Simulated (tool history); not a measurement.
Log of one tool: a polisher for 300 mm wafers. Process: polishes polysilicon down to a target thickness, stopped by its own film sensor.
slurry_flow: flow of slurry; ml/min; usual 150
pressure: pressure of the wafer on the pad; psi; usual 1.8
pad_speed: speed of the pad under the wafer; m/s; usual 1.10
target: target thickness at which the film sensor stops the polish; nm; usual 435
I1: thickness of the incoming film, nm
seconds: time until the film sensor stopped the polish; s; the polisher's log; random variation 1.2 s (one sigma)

Run 1, hour 0.0: usual settings; I1 977.1. Result: seconds 102.5 s.
Run 2, hour 20.5: usual settings but slurry_flow 170 ml/min; I1 984.5. Result: seconds 101.9 s.
Run 3, hour 33.2: usual settings but slurry_flow 170 ml/min; I1 959.9. Result: seconds 96.7 s.
Run 4, hour 60.8: usual settings but slurry_flow 170 ml/min; I1 952.9. Result: seconds 96.2 s.
Run 5, hour 93.8: usual settings but pressure 2.2 psi; I1 980.9. Result: seconds 89.2 s.
Run 6, hour 117.7: usual settings; I1 960.5. Result: seconds 100.7 s.
Run 7, hour 151.2: usual settings; I1 964.2. Result: seconds 101.5 s.
Run 8, hour 178.6: usual settings; I1 951.8. Result: seconds 109.6 s.
Run 9, hour 205.7: usual settings; I1 967.3. Result: seconds 115.4 s.
Run 10, hour 229.4: usual settings; I1 960.9. Result: seconds 113.9 s.
Run 11, hour 248.7: usual settings; I1 974.4. Result: seconds 121.3 s.
Run 12, hour 263.7: usual settings but slurry_flow 115 ml/min; I1 982.9. Result: seconds 104.1 s.
Run 13, hour 282.7: usual settings but pressure 1.3 psi, pad_speed 0.92 m/s; I1 980.1. Result: seconds 158.1 s.
Run 14, hour 298.8: usual settings but slurry_flow 180 ml/min, pad_speed 1.44 m/s, target 315 nm; I1 964.7. Result: seconds 87.9 s.
Run 15, hour 324.6: usual settings but slurry_flow 180 ml/min, pad_speed 1.30 m/s; I1 977.5. Result: seconds 82.7 s.
Run 16, hour 414.4: usual settings but pressure 1.6 psi, pad_speed 1.38 m/s; I1 965.3. Result: seconds 86.8 s.
Run 17, hour 446.0: usual settings but pressure 2.3 psi, pad_speed 0.94 m/s, target 358 nm; I1 976.1. Result: seconds 108.4 s.

Taken out of this log: 6 entries between the listed runs. Where each belongs, and how the hidden state differs across it:
Between runs 3 and 4: worn pad replaced by a new one (hour 50.7)
  slurry flow missing at the pad, %: 24.1 -> 24.5
  measured less the result without the state, seconds: +5.1 -> +5.2 s
Between runs 7 and 8: slurry nozzle cleaned (hour 165.0)
  slurry flow missing at the pad, %: 25.5 -> 44.6
  measured less the result without the state, seconds: +6.6 -> +16.3 s
Between runs 8 and 9: worn pad replaced by a new one (hour 194.1)
  slurry flow missing at the pad, %: 44.6 -> 47.8
  measured less the result without the state, seconds: +16.3 -> +19.4 s
Between runs 11 and 12: slurry nozzle cleaned, repeated, since the last time left the tool worse (hour 250.6)
  slurry flow missing at the pad, %: 52 -> 2.33
  measured less the result without the state, seconds: +24.0 -> +0.6 s
Between runs 12 and 13: head pressure recalibrated (hour 269.1)
  slurry flow missing at the pad, %: 2.33 -> 4.64
  measured less the result without the state, seconds: +0.6 -> +1.4 s
Between runs 14 and 15: worn pad replaced by a new one (hour 312.5)
  slurry flow missing at the pad, %: 6.41 -> 8.94
  measured less the result without the state, seconds: +1.0 -> +1.2 s
